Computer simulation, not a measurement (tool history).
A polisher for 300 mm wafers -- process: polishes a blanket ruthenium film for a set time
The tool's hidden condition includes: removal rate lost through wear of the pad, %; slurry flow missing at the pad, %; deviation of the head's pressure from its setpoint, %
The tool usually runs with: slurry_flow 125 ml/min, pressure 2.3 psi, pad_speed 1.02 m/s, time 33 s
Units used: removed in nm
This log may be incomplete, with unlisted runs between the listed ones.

run,hour,slurry_flow,pressure,pad_speed,time,wafers since the last listed run,wafers polished on this pad,hours since the slurry nozzle was cleaned,hours since the head pressure was calibrated,"incoming thickness of the incoming film, nm",removed
1,0,125,2.3,1.02,33,0,993,326.4,1371.1,273.2,39.4
# hour 5.7: worn pad replaced by a new one
2,15.4,125,2.3,1.02,33,124,105,341.8,1386.5,270.3,39.4
# hour 25.9: slurry nozzle cleaned
3,44.8,125,2.3,1.02,33,309,415,18.9,1415.9,270.2,38.9
4,61.9,125,2.3,1.02,33,186,602,36,1433,267.6,39.9
5,79.7,125,2.3,1.02,33,194,796,53.8,1450.8,273.6,38.7
6,94.6,125,2.3,0.86,33,162,959,68.7,1465.7,272.5,33.8
# hour 135.3: worn pad replaced by a new one
7,141.7,125,2.3,0.86,33,470,69,115.8,1512.8,271.6,34
8,150,125,2.3,1.02,33,90,160,124.1,1521.1,270.2,39.2
9,167.9,125,2.3,1.02,33,195,355,142,1539,273.9,40
10,180,125,2.3,1.02,33,132,487,154.1,1551.1,266,39.3
# hour 186.2: head pressure recalibrated
11,191.6,125,2.3,1.02,33,104,592,165.7,5.4,274,30.4
12,209.5,125,2.3,1.02,33,195,787,183.6,23.3,269.8,30.5
13,216.6,125,2.3,1.02,33,77,865,190.7,30.4,273.3,30.3
# hour 236.1: worn pad replaced by a new one
14,236.6,125,2.3,1.02,33,174,5,210.7,50.4,267.5,30.7
15,244.9,125,2.3,1.02,33,90,95,219,58.7,273.1,30.6
16,255.8,95,2.3,0.9,33,118,214,229.9,69.6,270.3,25.3
# hour 260.3: head pressure recalibrated, repeated, since the last time left the tool worse
17,268,125,2.3,1.02,33,111,326,242.1,7.7,266.5,36
18,277.9,125,2.3,1.02,33,108,434,252,17.6,269.7,35.9
19,284.6,125,2.3,1.02,33,73,507,258.7,24.3,274.4,36.4
20,293.4,95,2.3,0.9,33,96,603,267.5,33.1,265.7,30.6
21,309.2,125,2.6,1.02,21,172,775,283.3,48.9,266.5,26
22,318.9,125,2.9,0.92,41,105,881,293,58.6,274.5,51.7
23,327.7,125,2.3,1.02,27,96,977,301.8,67.4,274.1,29.3
24,336.9,125,2.3,1.02,33,100,1078,311,76.6,268.7,36.1
25,346.9,125,2.3,1.02,33,109,1187,321,86.6,271.1,36.5
# hour 351.6: slurry nozzle cleaned
# hour 358.3: worn pad replaced by a new one
26,358.8,125,2.8,1.02,33,75,5,7.2,98.5,269.5,43.9
27,365.8,140,2.6,1.02,38,76,81,14.2,105.5,270.4,48.4
28,376.8,125,3,0.7,36,120,201,25.2,116.5,270.8,37
29,385,100,2.3,1.28,44,89,291,33.4,124.7,269.6,56.9
30,399.8,110,2.3,1.02,33,161,452,48.2,139.5,270.1,35.3
31,413.1,160,2,1.02,25,145,597,61.5,152.8,269,25.2

For run 32, what comes out?
32,419.5,85,2.3,1.28,33,69,667,67.9,159.2,276.1,?

Run 32 measured removed 40.2 nm.
Without the tool's hidden state the same run would have given removed 39.8 nm.
